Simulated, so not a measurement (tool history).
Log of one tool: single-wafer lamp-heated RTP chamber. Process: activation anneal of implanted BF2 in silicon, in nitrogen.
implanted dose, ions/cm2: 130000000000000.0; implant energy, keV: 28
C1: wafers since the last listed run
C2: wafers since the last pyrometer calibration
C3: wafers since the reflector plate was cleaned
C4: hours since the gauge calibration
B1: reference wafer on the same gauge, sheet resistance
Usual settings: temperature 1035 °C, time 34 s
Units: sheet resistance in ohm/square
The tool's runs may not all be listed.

{"run": 1, "day": 0.0, "temperature": 1035, "time": 34, "C1": 0, "C2": 4501, "C3": 1111, "C4": 1219.7, "B1": 797.97, "sheet resistance": 765.05}
{"run": 2, "day": 1.333, "temperature": 1035, "time": 34, "C1": 375, "C2": 4877, "C3": 1486, "C4": 1251.7, "B1": 799.24, "sheet resistance": 766.31}
{"run": 3, "day": 2.346, "temperature": 1014, "time": 38, "C1": 285, "C2": 5162, "C3": 1772, "C4": 1276.0, "B1": 798.82, "sheet resistance": 770.06}
{"day": 4.671, "done": "pyrometer window cleaned and pyrometer calibrated"}
{"run": 4, "day": 5.221, "temperature": 1029, "time": 34, "C1": 715, "C2": 154, "C3": 2487, "C4": 1345.0, "B1": 799.56, "sheet resistance": 767.51}
{"run": 5, "day": 6.692, "temperature": 1029, "time": 34, "C1": 414, "C2": 568, "C3": 2902, "C4": 1380.3, "B1": 799.41, "sheet resistance": 769.3}
{"run": 6, "day": 8.054, "temperature": 1029, "time": 34, "C1": 383, "C2": 952, "C3": 3285, "C4": 1413.0, "B1": 799.82, "sheet resistance": 768.64}
{"run": 7, "day": 9.154, "temperature": 1027, "time": 34, "C1": 309, "C2": 1262, "C3": 3595, "C4": 1439.4, "B1": 800.41, "sheet resistance": 768.51}
{"run": 8, "day": 11.208, "temperature": 1035, "time": 26, "C1": 578, "C2": 1840, "C3": 4174, "C4": 1488.7, "B1": 799.74, "sheet resistance": 771.95}
{"run": 9, "day": 12.388, "temperature": 1054, "time": 34, "C1": 332, "C2": 2173, "C3": 4506, "C4": 1517.0, "B1": 800.23, "sheet resistance": 763.34}
{"run": 10, "day": 14.35, "temperature": 1054, "time": 34, "C1": 552, "C2": 2725, "C3": 5058, "C4": 1564.1, "B1": 799.82, "sheet resistance": 765.14}
{"run": 11, "day": 17.029, "temperature": 1054, "time": 34, "C1": 754, "C2": 3480, "C3": 5813, "C4": 1628.4, "B1": 799.99, "sheet resistance": 762.25}
{"run": 12, "day": 18.079, "temperature": 1035, "time": 34, "C1": 295, "C2": 3776, "C3": 6109, "C4": 1653.6, "B1": 800.32, "sheet resistance": 767.14}
{"run": 13, "day": 19.912, "temperature": 1035, "time": 34, "C1": 516, "C2": 4292, "C3": 6625, "C4": 1697.6, "B1": 800.63, "sheet resistance": 767.01}
{"day": 21.35, "done": "reflector plate cleaned"}
{"run": 14, "day": 21.371, "temperature": 1035, "time": 43, "C1": 316, "C2": 4609, "C3": 6, "C4": 1732.6, "B1": 800.51, "sheet resistance": 765.22}
{"run": 15, "day": 23.925, "temperature": 1035, "time": 43, "C1": 719, "C2": 5328, "C3": 725, "C4": 1793.9, "B1": 800.73, "sheet resistance": 766.2}
{"day": 25.279, "done": "gauge calibrated"}
{"run": 16, "day": 26.304, "temperature": 1048, "time": 40, "C1": 670, "C2": 5998, "C3": 1395, "C4": 24.6, "B1": 792.99, "sheet resistance": 755.0}
{"day": 28.204, "done": "pyrometer window cleaned and pyrometer calibrated"}
{"run": 17, "day": 28.812, "temperature": 1062, "time": 19, "C1": 612, "C2": 170, "C3": 2007, "C4": 84.8, "B1": 793.32, "sheet resistance": 765.6}
{"run": 18, "day": 30.575, "temperature": 1035, "time": 22, "C1": 496, "C2": 667, "C3": 2504, "C4": 127.1, "B1": 793.52, "sheet resistance": 765.87}
{"run": 19, "day": 31.808, "temperature": 1035, "time": 34, "C1": 347, "C2": 1014, "C3": 2851, "C4": 156.7, "B1": 793.22, "sheet resistance": 762.02}
{"run": 20, "day": 34.05, "temperature": 1035, "time": 28, "C1": 631, "C2": 1645, "C3": 3483, "C4": 210.5, "B1": 793.28, "sheet resistance": 763.48}
{"run": 21, "day": 36.088, "temperature": 1035, "time": 34, "C1": 573, "C2": 2219, "C3": 4056, "C4": 259.4, "B1": 794.35, "sheet resistance": 762.33}
{"run": 22, "day": 38.946, "temperature": 1052, "time": 51, "C1": 804, "C2": 3024, "C3": 4861, "C4": 328.0, "B1": 793.43, "sheet resistance": 754.07}

Forecast run 23:
{"run": 23, "day": 40.458, "temperature": 1026, "time": 41, "C1": 425, "C2": 3450, "C3": 5287, "C4": 364.3, "B1": "?", "sheet resistance": "?"}

Run 23 gave B1 793.75, sheet resistance 762.19 ohm/square.
Without the tool's hidden state the same run would have given sheet resistance 761.02 ohm/square.
